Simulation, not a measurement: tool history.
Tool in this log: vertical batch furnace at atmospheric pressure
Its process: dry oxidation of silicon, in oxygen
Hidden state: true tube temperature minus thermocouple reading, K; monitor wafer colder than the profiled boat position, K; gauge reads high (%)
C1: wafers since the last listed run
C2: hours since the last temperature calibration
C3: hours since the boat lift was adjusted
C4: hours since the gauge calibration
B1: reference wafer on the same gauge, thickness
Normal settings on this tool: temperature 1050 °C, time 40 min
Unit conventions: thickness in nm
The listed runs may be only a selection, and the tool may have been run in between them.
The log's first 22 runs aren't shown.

Run 23, hour 318.9: usual settings but time 22.5 min; C1 116; C2 2773.1; C3 17.6; C4 320.6; B1 57.22. Result: thickness 41.55 nm.
At hour 350.2: thermocouples replaced and temperature profile calibrated.
Run 24, hour 350.7: usual settings but time 26 min; C1 74; C2 0.5; C3 49.4; C4 352.4; B1 57.2. Result: thickness 45.34 nm.
Run 25, hour 355.5: usual settings but temperature 1034 °C; C1 45; C2 5.3; C3 54.2; C4 357.2; B1 57.18. Result: thickness 51.2 nm.
Run 26, hour 360.3: usual settings; C1 45; C2 10.1; C3 59; C4 362; B1 57.2. Result: thickness 58.85 nm.
At hour 367: gauge calibrated.
Run 27, hour 370.6: usual settings but temperature 1034 °C, time 50 min; C1 97; C2 20.4; C3 69.3; C4 3.6; B1 57.22. Result: thickness 58.91 nm.
Run 28, hour 386.6: usual settings but temperature 1037 °C; C1 151; C2 36.4; C3 85.3; C4 19.6; B1 57.17. Result: thickness 52.54 nm.
Run 29, hour 395.7: usual settings but time 27.5 min; C1 86; C2 45.5; C3 94.4; C4 28.7; B1 57.18. Result: thickness 46.84 nm.
Run 30, hour 410.7: usual settings but temperature 1040 °C, time 56.5 min; C1 142; C2 60.5; C3 109.4; C4 43.7; B1 57.21. Result: thickness 67.02 nm.
Run 31, hour 426.5: usual settings but temperature 1061 °C, time 47 min; C1 149; C2 76.3; C3 125.2; C4 59.5; B1 57.2. Result: thickness 71.15 nm.
Run 32, hour 442.8: usual settings but temperature 1067 °C, time 49 min; C1 154; C2 92.6; C3 141.5; C4 75.8; B1 57.23. Result: thickness 76.52 nm.
Run 33, hour 455.6: usual settings; C1 121; C2 105.4; C3 154.3; C4 88.6; B1 57.24. Result: thickness 58.84 nm.
Run 34, hour 471.1: usual settings but temperature 1042 °C, time 21 min; C1 147; C2 120.9; C3 169.8; C4 104.1; B1 57.23. Result: thickness 37.3 nm.
Run 35, hour 478.8: usual settings but time 52 min; C1 73; C2 128.6; C3 177.5; C4 111.8; B1 57.19. Result: thickness 69.2 nm.
Run 36, hour 489: usual settings but temperature 1065 °C; C1 96; C2 138.8; C3 187.7; C4 122; B1 57.19. Result: thickness 66.2 nm.
Run 37, hour 505.6: usual settings but temperature 1042 °C, time 32 min; C1 157; C2 155.4; C3 204.3; C4 138.6; B1 57.21. Result: thickness 47.87 nm.
Run 38, hour 523: usual settings but temperature 1036 °C, time 26 min; C1 165; C2 172.8; C3 221.7; C4 156; B1 57.23. Result: thickness 40.3 nm.

Consider 5 possible next runs. They are alternatives, not a sequence: every one starts from the tool as it was left by run 38. What does each give?
Run A, hour 527.9: usual settings; C1 46; C2 177.7; C3 226.6; C4 160.9; B1 ?. Result: thickness ?.
Run B, hour 527.9: usual settings but temperature 1059 °C, time 28.5 min; C1 46; C2 177.7; C3 226.6; C4 160.9; B1 ?. Result: thickness ?.
Run C, hour 527.9: usual settings but time 22 min; C1 46; C2 177.7; C3 226.6; C4 160.9; B1 ?. Result: thickness ?.
Run D, hour 527.9: usual settings but temperature 1057 °C, time 46.5 min; C1 46; C2 177.7; C3 226.6; C4 160.9; B1 ?. Result: thickness ?.
Run E, hour 527.9: usual settings but temperature 1034 °C, time 21.5 min; C1 46; C2 177.7; C3 226.6; C4 160.9; B1 ?. Result: thickness ?.

run     B1  thickness
  A  57.19      58.49
  B  57.19      51.26
  C  57.19      40.83
  D  57.19      68.12
  E  57.19      35.25
The same runs, with their run-to-run variation unchanged, on a tool lacking any hidden condition would have given:
run  thickness
  A      58.53
  B      51.29
  C      40.86
  D      68.16
  E      35.27
